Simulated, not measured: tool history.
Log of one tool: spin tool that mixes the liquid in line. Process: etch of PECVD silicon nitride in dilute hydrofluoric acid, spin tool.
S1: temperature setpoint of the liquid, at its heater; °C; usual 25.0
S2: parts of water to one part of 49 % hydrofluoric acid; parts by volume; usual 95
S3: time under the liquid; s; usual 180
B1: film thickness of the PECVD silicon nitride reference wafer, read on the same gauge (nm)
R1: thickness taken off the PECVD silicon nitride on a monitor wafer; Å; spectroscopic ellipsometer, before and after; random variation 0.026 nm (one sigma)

run	hour	S1	S2	S3	B1	R1
1	0.0	25.0	95	180	119.989	36.36
2	28.8	25.0	95	180	120.004	35.78
3	59.7	28.5	95	180	120.003	44.78
4	93.5	25.0	95	180	120.002	36.32
5	121.1	25.0	95	180	120.018	35.58
6	139.5	25.0	115	180	119.997	30.03
7	170.3	25.0	115	180	120.017	29.81
8	199.6	25.0	115	180	119.999	29.85
9	231.0	25.0	65	90	119.992	26.12
10	260.9	25.0	60	180	120.015	57.07
11	276.7	29.0	95	180	119.993	46.56
12	304.1	25.0	95	90	119.968	17.84
13	323.1	25.0	95	180	120.013	36.70
14	348.6	27.5	120	75	120.009	14.04
15	379.5	25.0	95	275	119.994	55.42
16	409.3	23.0	95	180	120.012	31.34

Not shown: 3 entries that the log had between the listed runs. Between which runs, and how does the tool's hidden state differ before and after?
Between runs 8 and 9: thermometer replaced (hour 210.1); hydrofluoric acid flow meter replaced (hour 223.0)
  no hidden state differs between the two runs
Between runs 11 and 12: gauge calibrated (hour 296.1)
  no hidden state differs between the two runs
